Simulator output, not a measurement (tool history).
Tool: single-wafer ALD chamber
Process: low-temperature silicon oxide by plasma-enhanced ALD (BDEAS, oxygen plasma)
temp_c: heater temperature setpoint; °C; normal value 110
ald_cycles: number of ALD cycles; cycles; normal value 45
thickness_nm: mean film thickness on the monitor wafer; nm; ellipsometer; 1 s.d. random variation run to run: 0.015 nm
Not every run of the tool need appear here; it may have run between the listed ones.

run     day  temp_c  ald_cycles  read-back reference wafer on the same gauge, thickness_nm  thickness_nm
  1       0     120          45                                                      5.891         6.014
  2   0.717     120          45                                                      5.889         6.047
  3   1.229     110          45                                                      5.895         6.175
  4   1.921     110          41                                                      5.888         5.595
  5   3.396     110          41                                                       5.89         5.619
  6   4.079     110          41                                                       5.89          5.64
  7   5.271     110          49                                                      5.893         6.695
  8   6.508     110          49                                                      5.892         6.753
  9   7.929     110          40                                                      5.889          5.49
 10  10.179     110          40                                                      5.888         5.503
 11  10.983     110          40                                                       5.89         5.505
 12    11.9     106          45                                                      5.891         6.212
 13  13.392     120          45                                                      5.891         6.077
 14  13.958     115          45                                                       5.89         6.117
     14.767  -- thermocouple changed; heater temperature recalibrated
 15  17.762     104          45                                                      5.888          6.24
 16  18.483     101          51                                                      5.894         7.134
     18.746  -- gauge calibrated
 17  19.079     101          38                                                      5.886         5.309
 18  20.467      98          37                                                      5.889         5.242
 19  21.496     110          45                                                      5.893         6.176
 20  22.354     117          50                                                      5.894          6.77
 21  23.238     124          45                                                      5.892         5.987
 22  24.538     110          40                                                      5.892         5.495
 23  25.717     103          43                                                      5.888         5.971

4 options for the next run, each taken on its own from the tool as it stands now. Forecast them:
  A  25.738     110          47                                                          ?             ?
  B  25.738     110          48                                                          ?             ?
  C  25.738     118          41                                                          ?             ?
  D  25.738     124          42                                                          ?             ?

run  read-back reference wafer on the same gauge, thickness_nm  thickness_nm
  A                                                      5.888          6.45
  B                                                      5.888         6.587
  C                                                      5.888         5.532
  D                                                      5.888         5.595
Stripped of hidden state, with their random variation kept, the same runs would have yielded:
run  thickness_nm
  A          6.45
  B         6.587
  C         5.532
  D         5.595
